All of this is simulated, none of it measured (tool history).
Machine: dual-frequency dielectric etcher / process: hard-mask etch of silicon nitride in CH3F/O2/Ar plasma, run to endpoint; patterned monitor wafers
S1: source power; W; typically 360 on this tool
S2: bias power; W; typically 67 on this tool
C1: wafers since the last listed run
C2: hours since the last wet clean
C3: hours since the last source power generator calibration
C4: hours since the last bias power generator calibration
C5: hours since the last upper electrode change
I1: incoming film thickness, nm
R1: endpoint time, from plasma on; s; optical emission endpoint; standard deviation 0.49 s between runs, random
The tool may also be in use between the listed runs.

Run 1, hour 0: usual settings; C1 0; C2 267.9; C3 5042.3; C4 1706.6; C5 3997.3; I1 54.8. Result: R1 79.4 s.
Run 2, hour 17.1: usual settings; C1 215; C2 285; C3 5059.4; C4 1723.7; C5 4014.4; I1 54.3. Result: R1 78.4 s.
Run 3, hour 50.5: usual settings but S1 420 W; C1 421; C2 318.4; C3 5092.8; C4 1757.1; C5 4047.8; I1 54.4. Result: R1 76.5 s.
Run 4, hour 69.7: usual settings but S1 420 W; C1 242; C2 337.6; C3 5112; C4 1776.3; C5 4067; I1 54.2. Result: R1 75.8 s.
Run 5, hour 84.2: usual settings but S1 420 W; C1 183; C2 352.1; C3 5126.5; C4 1790.8; C5 4081.5; I1 55.4. Result: R1 76.9 s.
Run 6, hour 117.6: usual settings but S2 75 W; C1 421; C2 385.5; C3 5159.9; C4 1824.2; C5 4114.9; I1 54.7. Result: R1 76.5 s.
Run 7, hour 131.6: usual settings; C1 176; C2 399.5; C3 5173.9; C4 1838.2; C5 4128.9; I1 54.7. Result: R1 78.8 s.
At hour 159.5: upper electrode replaced, of another model than before.
Run 8, hour 160: usual settings but S1 420 W, S2 81 W; C1 55; C2 427.9; C3 5202.3; C4 1866.6; C5 0.5; I1 54.5. Result: R1 73.7 s.
At hour 177.6: source power generator calibrated.
Run 9, hour 184.7: usual settings but S1 420 W, S2 62 W; C1 261; C2 452.6; C3 7.1; C4 1891.3; C5 25.2; I1 54.7. Result: R1 77.5 s.
Run 10, hour 209.8: usual settings but S1 310 W, S2 59 W; C1 316; C2 477.7; C3 32.2; C4 1916.4; C5 50.3; I1 54.3. Result: R1 81.6 s.
At hour 240: bias power generator calibrated.
At hour 246.3: wet clean of the chamber.
Run 11, hour 246.8: usual settings but S1 420 W, S2 62 W; C1 337; C2 0.5; C3 69.2; C4 6.8; C5 87.3; I1 54.6. Result: R1 79.4 s.
Run 12, hour 247.1: usual settings but S1 280 W, S2 53 W; C1 3; C2 0.8; C3 69.5; C4 7.1; C5 87.6; I1 54.7. Result: R1 87.1 s.
Run 13, hour 273.2: usual settings but S1 330 W, S2 76 W; C1 329; C2 26.9; C3 95.6; C4 33.2; C5 113.7; I1 53.9. Result: R1 79.4 s.
Run 14, hour 302.3: usual settings but S1 320 W, S2 72 W; C1 367; C2 56; C3 124.7; C4 62.3; C5 142.8; I1 54.6. Result: R1 81.2 s.
Run 15, hour 320.2: usual settings; C1 225; C2 73.9; C3 142.6; C4 80.2; C5 160.7; I1 54.7. Result: R1 81.1 s.

Here are 4 independent what-if runs from the current tool condition. What would each one return?
Run A, hour 320.6: usual settings but S2 56 W; C1 5; C2 74.3; C3 143; C4 80.6; C5 161.1; I1 54.8. Result: R1 ?.
Run B, hour 320.6: usual settings but S1 290 W, S2 83 W; C1 5; C2 74.3; C3 143; C4 80.6; C5 161.1; I1 54.8. Result: R1 ?.
Run C, hour 320.6: usual settings but S2 54 W; C1 5; C2 74.3; C3 143; C4 80.6; C5 161.1; I1 54.8. Result: R1 ?.
Run D, hour 320.6: usual settings but S1 430 W, S2 54 W; C1 5; C2 74.3; C3 143; C4 80.6; C5 161.1; I1 54.8. Result: R1 ?.

run    R1
  A  83.1
  B  81.5
  C  83.5
  D  80.7
What these runs would have given with no unlogged condition in the tool:
run    R1
  A  84.5
  B  82.9
  C  84.9
  D  82.1
